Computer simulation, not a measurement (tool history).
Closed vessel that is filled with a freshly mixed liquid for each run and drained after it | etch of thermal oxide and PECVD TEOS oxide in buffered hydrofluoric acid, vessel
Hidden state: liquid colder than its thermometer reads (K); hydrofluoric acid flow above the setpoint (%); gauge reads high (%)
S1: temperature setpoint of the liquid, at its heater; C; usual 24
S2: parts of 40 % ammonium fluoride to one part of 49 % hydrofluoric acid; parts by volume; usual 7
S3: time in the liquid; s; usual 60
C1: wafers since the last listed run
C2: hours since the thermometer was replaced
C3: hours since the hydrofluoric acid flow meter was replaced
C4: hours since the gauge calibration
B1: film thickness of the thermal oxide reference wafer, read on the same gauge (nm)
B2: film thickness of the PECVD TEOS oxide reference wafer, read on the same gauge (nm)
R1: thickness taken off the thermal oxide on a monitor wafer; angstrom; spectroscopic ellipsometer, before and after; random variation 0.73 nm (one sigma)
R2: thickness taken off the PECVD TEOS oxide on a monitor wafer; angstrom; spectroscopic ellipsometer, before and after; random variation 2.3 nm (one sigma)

run 1 hour=0 | S1=24 S2=7 S3=75 | C1=0 C2=2480.9 C3=969.8 C4=775.5 | B1=62.74 B2=83.69 | R1=1360.2 R2=3120.8
run 2 hour=22.7 | S1=24 S2=7 S3=75 | C1=1855 C2=2503.6 C3=992.5 C4=798.2 | B1=62.77 B2=83.69 | R1=1378.5 R2=3152.8
run 3 hour=41.6 | S1=24 S2=7 S3=75 | C1=1544 C2=2522.5 C3=1011.4 C4=817.1 | B1=62.77 B2=83.7 | R1=1383.1 R2=3157.7
run 4 hour=72.9 | S1=24 S2=7 S3=60 | C1=2558 C2=2553.8 C3=1042.7 C4=848.4 | B1=62.78 B2=83.73 | R1=1077.6 R2=2532
run 5 hour=103.4 | S1=24 S2=7 S3=60 | C1=2492 C2=2584.3 C3=1073.2 C4=878.9 | B1=62.82 B2=83.75 | R1=1081.8 R2=2484.3
run 6 hour=168.8 | S1=24 S2=7 S3=60 | C1=5344 C2=2649.7 C3=1138.6 C4=944.3 | B1=62.86 B2=83.82 | R1=1070.4 R2=2513
run 7 hour=191.5 | S1=22 S2=7 S3=85 | C1=1855 C2=2672.4 C3=1161.3 C4=967 | B1=62.86 B2=83.87 | R1=1391.2 R2=3235
run 8 hour=222.3 | S1=19 S2=8.5 S3=60 | C1=2517 C2=2703.2 C3=1192.1 C4=997.8 | B1=62.88 B2=83.87 | R1=669.4 R2=1552.9
run 9 hour=241.8 | S1=24 S2=7 S3=60 | C1=1593 C2=2722.7 C3=1211.6 C4=1017.3 | B1=62.89 B2=83.83 | R1=1097.9 R2=2517.7
run 10 hour=268.9 | S1=26.5 S2=6 S3=40 | C1=2214 C2=2749.8 C3=1238.7 C4=1044.4 | B1=62.92 B2=83.84 | R1=942.3 R2=2184.8
run 11 hour=299.8 | S1=24 S2=7 S3=60 | C1=2525 C2=2780.7 C3=1269.6 C4=1075.3 | B1=62.92 B2=83.87 | R1=1100.6 R2=2523.8
run 12 hour=314.2 | S1=22.5 S2=5.5 S3=60 | C1=1176 C2=2795.1 C3=1284 C4=1089.7 | B1=62.92 B2=83.92 | R1=1235.5 R2=2911.4
-- hour=316 gauge calibrated
-- hour=320.7 hydrofluoric acid flow meter replaced
-- hour=333.8 thermometer replaced
run 13 hour=347.9 | S1=24 S2=7 S3=60 | C1=2590 C2=14.1 C3=27.2 C4=31.9 | B1=60.47 B2=80.65 | R1=1056.1 R2=2419.7
run 14 hour=363.1 | S1=28 S2=7 S3=60 | C1=1242 C2=29.3 C3=42.4 C4=47.1 | B1=60.57 B2=80.8 | R1=1301.4 R2=2966.3
run 15 hour=375.6 | S1=24 S2=7 S3=60 | C1=1021 C2=41.8 C3=54.9 C4=59.6 | B1=60.67 B2=80.94 | R1=1043.2 R2=2444.5
run 16 hour=404.3 | S1=25.5 S2=5 S3=35 | C1=2345 C2=70.5 C3=83.6 C4=88.3 | B1=60.83 B2=81.09 | R1=891.8 R2=2019.8
run 17 hour=437.6 | S1=26.5 S2=5 S3=85 | C1=2721 C2=103.8 C3=116.9 C4=121.6 | B1=61.01 B2=81.37 | R1=2298.6 R2=5296.2
run 18 hour=456.8 | S1=24 S2=7 S3=90 | C1=1569 C2=123 C3=136.1 C4=140.8 | B1=61.13 B2=81.53 | R1=1572.1 R2=3735
run 19 hour=476.3 | S1=19.5 S2=7 S3=60 | C1=1593 C2=142.5 C3=155.6 C4=160.3 | B1=61.23 B2=81.62 | R1=830.2 R2=1907.3
run 20 hour=504.5 | S1=24 S2=7 S3=60 | C1=2304 C2=170.7 C3=183.8 C4=188.5 | B1=61.35 B2=81.75 | R1=1061.2 R2=2448.5
run 21 hour=520.4 | S1=20 S2=7 S3=70 | C1=1299 C2=186.6 C3=199.7 C4=204.4 | B1=61.42 B2=81.87 | R1=1004.3 R2=2305.9
run 22 hour=545.9 | S1=24 S2=7 S3=60 | C1=2083 C2=212.1 C3=225.2 C4=229.9 | B1=61.54 B2=82.06 | R1=1060.6 R2=2433
run 23 hour=561.4 | S1=25.5 S2=10 S3=30 | C1=1266 C2=227.6 C3=240.7 C4=245.4 | B1=61.58 B2=82.11 | R1=409.9 R2=934.6
run 24 hour=583 | S1=26.5 S2=9.5 S3=75 | C1=1765 C2=249.2 C3=262.3 C4=267 | B1=61.68 B2=82.22 | R1=1131.9 R2=2616.2
run 25 hour=612 | S1=27.5 S2=5 S3=70 | C1=2370 C2=278.2 C3=291.3 C4=296 | B1=61.77 B2=82.35 | R1=1993.2 R2=4666.4
run 26 hour=635.7 | S1=25.5 S2=7 S3=35 | C1=1936 C2=301.9 C3=315 C4=319.7 | B1=61.83 B2=82.45 | R1=684.4 R2=1563.1

4 ways to go on from here, each from the tool as it stands after run 26. What would each give?
run A hour=636.4 | S1=24 S2=7 S3=60 | C1=57 C2=302.6 C3=315.7 C4=320.4 | B1=? B2=? | R1=? R2=?
run B hour=636.4 | S1=29 S2=7 S3=60 | C1=57 C2=302.6 C3=315.7 C4=320.4 | B1=? B2=? | R1=? R2=?
run C hour=636.4 | S1=27.5 S2=8.5 S3=70 | C1=57 C2=302.6 C3=315.7 C4=320.4 | B1=? B2=? | R1=? R2=?
run D hour=636.4 | S1=24 S2=5.5 S3=60 | C1=57 C2=302.6 C3=315.7 C4=320.4 | B1=? B2=? | R1=? R2=?

run=A B1=61.85 B2=82.43 R1=1080.3 R2=2491
run=B B1=61.85 B2=82.43 R1=1412.1 R2=3255.9
run=C B1=61.85 B2=82.43 R1=1233.7 R2=2844.6
run=D B1=61.85 B2=82.43 R1=1329.1 R2=3064.6
Without the tool's hidden state the same runs would have given:
run=A R1=1048 R2=2416.5
run=B R1=1369.9 R2=3158.6
run=C R1=1196.8 R2=2759.5
run=D R1=1289.4 R2=2973

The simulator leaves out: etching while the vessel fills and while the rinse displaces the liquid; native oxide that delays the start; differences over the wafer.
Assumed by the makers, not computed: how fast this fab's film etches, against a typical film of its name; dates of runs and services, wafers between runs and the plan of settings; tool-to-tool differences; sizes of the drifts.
